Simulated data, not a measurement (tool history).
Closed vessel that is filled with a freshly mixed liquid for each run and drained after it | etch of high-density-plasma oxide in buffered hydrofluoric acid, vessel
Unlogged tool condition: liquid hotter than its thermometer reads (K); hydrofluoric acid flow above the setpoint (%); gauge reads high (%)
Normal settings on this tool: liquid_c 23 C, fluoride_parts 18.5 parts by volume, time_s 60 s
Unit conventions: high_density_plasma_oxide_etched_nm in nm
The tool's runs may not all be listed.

| run | hour | liquid_c | fluoride_parts | time_s | wafers since the last listed run | hours since the thermometer was replaced | hours since the hydrofluoric acid flow meter was replaced | hours since the gauge calibration | read-back film thickness of the high-density-plasma oxide reference wafer, read on the same gauge (nm) | high_density_plasma_oxide_etched_nm |
|---|---|---|---|---|---|---|---|---|---|---|
| 1 | 0 | 23 | 18.5 | 60 | 0 | 1196.1 | 512.8 | 4103.8 | 120.02 | 57.15 |
| 2 | 47.1 | 23 | 18.5 | 60 | 6558 | 1243.2 | 559.9 | 4150.9 | 119.98 | 57.81 |
| 3 | 131.4 | 23 | 18.5 | 60 | 11739 | 1327.5 | 644.2 | 4235.2 | 120.02 | 57.86 |
| 4 | 238 | 23 | 18.5 | 60 | 14844 | 1434.1 | 750.8 | 4341.8 | 120 | 57.96 |
|  | 249.1 | thermometer replaced |
|  | 283.7 | gauge calibrated |
| 5 | 287.4 | 23 | 18.5 | 60 | 6739 | 38.3 | 800.2 | 3.7 | 120 | 53.75 |
| 6 | 347.5 | 23 | 18.5 | 60 | 8369 | 98.4 | 860.3 | 63.8 | 119.99 | 53.38 |
| 7 | 414.4 | 23 | 18.5 | 35 | 9316 | 165.3 | 927.2 | 130.7 | 120 | 31.6 |
| 8 | 522.2 | 21.5 | 18.5 | 60 | 15011 | 273.1 | 1035 | 238.5 | 119.96 | 50.25 |
| 9 | 578.7 | 20 | 18.5 | 45 | 7867 | 329.6 | 1091.5 | 295 | 119.96 | 34.25 |
| 10 | 679.9 | 27 | 18.5 | 60 | 14092 | 430.8 | 1192.7 | 396.2 | 120.01 | 68.99 |
| 11 | 726.7 | 23 | 18.5 | 40 | 6517 | 477.6 | 1239.5 | 443 | 120.01 | 36.26 |
| 12 | 824.7 | 23 | 13.5 | 30 | 13646 | 575.6 | 1337.5 | 541 | 120 | 37.74 |
| 13 | 867.9 | 19 | 15.5 | 30 | 6015 | 618.8 | 1380.7 | 584.2 | 120 | 26.49 |
| 14 | 913.8 | 23 | 18.5 | 60 | 6391 | 664.7 | 1426.6 | 630.1 | 120.01 | 55.67 |
| 15 | 993.4 | 26 | 18.5 | 60 | 11084 | 744.3 | 1506.2 | 709.7 | 120 | 65.98 |
|  | 1006.9 | hydrofluoric acid flow meter replaced |
| 16 | 1054.8 | 25 | 18.5 | 60 | 8410 | 805.7 | 47.9 | 771.1 | 120.02 | 62.71 |
| 17 | 1096 | 23 | 18.5 | 60 | 5737 | 846.9 | 89.1 | 812.3 | 119.99 | 56.03 |
| 18 | 1170.8 | 21.5 | 12 | 35 | 10416 | 921.7 | 163.9 | 887.1 | 119.99 | 45.9 |
| 19 | 1269.6 | 27 | 11.5 | 40 | 13758 | 1020.5 | 262.7 | 985.9 | 120 | 74.6 |
| 20 | 1318.7 | 25 | 11 | 85 | 6837 | 1069.6 | 311.8 | 1035 | 120.01 | 151.13 |
| 21 | 1418.5 | 27 | 11.5 | 75 | 13897 | 1169.4 | 411.6 | 1134.8 | 119.98 | 141.7 |
| 22 | 1455.3 | 23 | 18.5 | 60 | 5124 | 1206.2 | 448.4 | 1171.6 | 119.99 | 57.9 |
|  | 1477.3 | thermometer replaced |
| 23 | 1556.6 | 25 | 21 | 60 | 13967 | 79.3 | 549.7 | 1272.9 | 120.01 | 53.25 |
| 24 | 1634.1 | 23 | 22.5 | 60 | 10792 | 156.8 | 627.2 | 1350.4 | 119.98 | 46.04 |
| 25 | 1715 | 23 | 18.5 | 60 | 11265 | 237.7 | 708.1 | 1431.3 | 119.99 | 54.08 |
| 26 | 1792.7 | 19 | 18.5 | 85 | 10819 | 315.4 | 785.8 | 1509 | 120.01 | 61.31 |
| 27 | 1845.3 | 23 | 18.5 | 60 | 7324 | 368 | 838.4 | 1561.6 | 120.01 | 54.4 |
| 28 | 1941.5 | 19 | 20.5 | 70 | 13396 | 464.2 | 934.6 | 1657.8 | 119.99 | 46.37 |
| 29 | 2031.9 | 23 | 13 | 60 | 12588 | 554.6 | 1025 | 1748.2 | 119.99 | 77.74 |
| 30 | 2100.6 | 27.5 | 24.5 | 95 | 9566 | 623.3 | 1093.7 | 1816.9 | 120.01 | 90.82 |
| 31 | 2151.8 | 20 | 14 | 95 | 7129 | 674.5 | 1144.9 | 1868.1 | 120.01 | 96.44 |

Here are 4 independent what-if runs from the current tool condition. What would each one return?
| A | 2152.5 | 23 | 25.5 | 60 | 97 | 675.2 | 1145.6 | 1868.8 | ? | ? |
| B | 2152.5 | 23 | 26 | 60 | 97 | 675.2 | 1145.6 | 1868.8 | ? | ? |
| C | 2152.5 | 26.5 | 22 | 80 | 97 | 675.2 | 1145.6 | 1868.8 | ? | ? |
| D | 2152.5 | 21 | 18.5 | 80 | 97 | 675.2 | 1145.6 | 1868.8 | ? | ? |

| run | read-back film thickness of the high-density-plasma oxide reference wafer, read on the same gauge (nm) | high_density_plasma_oxide_etched_nm |
|---|---|---|
| A | 120 | 43.11 |
| B | 120 | 42.54 |
| C | 120 | 76.95 |
| D | 120 | 65.72 |
The same runs, with their run-to-run variation unchanged, on a tool lacking any hidden condition would have given:
| run | high_density_plasma_oxide_etched_nm |
|---|---|
| A | 41.25 |
| B | 40.71 |
| C | 73.71 |
| D | 62.86 |
